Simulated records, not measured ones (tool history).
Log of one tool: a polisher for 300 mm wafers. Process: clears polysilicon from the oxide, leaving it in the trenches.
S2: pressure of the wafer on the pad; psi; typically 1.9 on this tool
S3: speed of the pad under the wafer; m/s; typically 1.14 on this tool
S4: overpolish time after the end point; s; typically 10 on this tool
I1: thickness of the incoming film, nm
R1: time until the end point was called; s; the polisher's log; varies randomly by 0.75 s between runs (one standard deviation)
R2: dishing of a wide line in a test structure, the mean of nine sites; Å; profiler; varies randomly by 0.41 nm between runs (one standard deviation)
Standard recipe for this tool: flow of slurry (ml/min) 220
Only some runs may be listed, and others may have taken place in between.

Run 1, hour 0: usual settings but S4 6 s; I1 555.4. Result: R1 53.2 s, R2 304 Å.
Run 2, hour 27.2: usual settings but S4 6 s; I1 557.7. Result: R1 54.6 s, R2 308 Å.
Run 3, hour 59.6: usual settings but S4 6 s; I1 556.8. Result: R1 55.1 s, R2 309 Å.
Run 4, hour 90.3: usual settings but S4 8 s; I1 560.7. Result: R1 56 s, R2 341 Å.
Run 5, hour 103.5: usual settings but S4 8 s; I1 560.5. Result: R1 55.7 s, R2 336 Å.
Run 6, hour 138.2: usual settings but S4 8 s; I1 558.3. Result: R1 48.3 s, R2 347 Å.
Run 7, hour 170.1: usual settings but S2 1.4 psi; I1 553.6. Result: R1 65.5 s, R2 340 Å.
Run 8, hour 194.7: usual settings but S2 1.4 psi; I1 560.1. Result: R1 70.8 s, R2 339 Å.
Run 9, hour 224.9: usual settings but flow of slurry (ml/min) 170; I1 552.8. Result: R1 52.8 s, R2 365 Å.
Run 10, hour 248.4: usual settings but S4 12 s; I1 550.8. Result: R1 49.8 s, R2 371 Å.
Run 11, hour 267.1: usual settings; I1 558. Result: R1 58.5 s, R2 357 Å.
Run 12, hour 294.1: usual settings; I1 571.2. Result: R1 62.4 s, R2 350 Å.
Run 13, hour 314.5: usual settings; I1 547. Result: R1 55.3 s, R2 364 Å.
Run 14, hour 329: usual settings but flow of slurry (ml/min) 175, S2 2.3 psi, S3 1.52 m/s; I1 559.2. Result: R1 38.6 s, R2 383 Å.
Run 15, hour 353: usual settings but S2 2.6 psi, S3 1.5 m/s, S4 6 s; I1 560.7. Result: R1 35.2 s, R2 359 Å.
Run 16, hour 369.3: usual settings but S2 1.4 psi; I1 557.5. Result: R1 77.9 s, R2 319 Å.
Run 17, hour 393.2: usual settings but flow of slurry (ml/min) 285, S4 5 s; I1 572.1. Result: R1 58.1 s, R2 270 Å.

Between the runs listed above, the log contained 4 entries, not reproduced here. Where in the sequence does each belong, and how does what the log doesn't record of the tool's condition differ from the listed run before to the listed run after?
Runs 5 to 6: worn pad replaced by a new one (hour 135.2)
  removal rate lost through wear of the pad, %: 9.4 -> 0.685; deviation of the head's pressure from its setpoint, %: 10.3 -> 11.6
  measured result minus the result with no hidden state, R1: +0.2 -> -5 s; R2: -1 -> +10 Å
Runs 10 to 11: head pressure recalibrated (hour 257.7)
  removal rate lost through wear of the pad, %: 8.61 -> 8.92; deviation of the head's pressure from its setpoint, %: 15.9 -> 0.436
  measured result minus the result with no hidden state, R1: -2.7 -> +5 s; R2: +3 -> -8 Å
Runs 12 to 13: worn pad replaced by a new one (hour 308.4); slurry nozzle cleaned (hour 313.9)
  removal rate lost through wear of the pad, %: 9.21 -> 1.68; deviation of the head's pressure from its setpoint, %: 0.474 -> 0.532
  measured result minus the result with no hidden state, R1: +5.5 -> +0.7 s; R2: -8 -> -1 Å
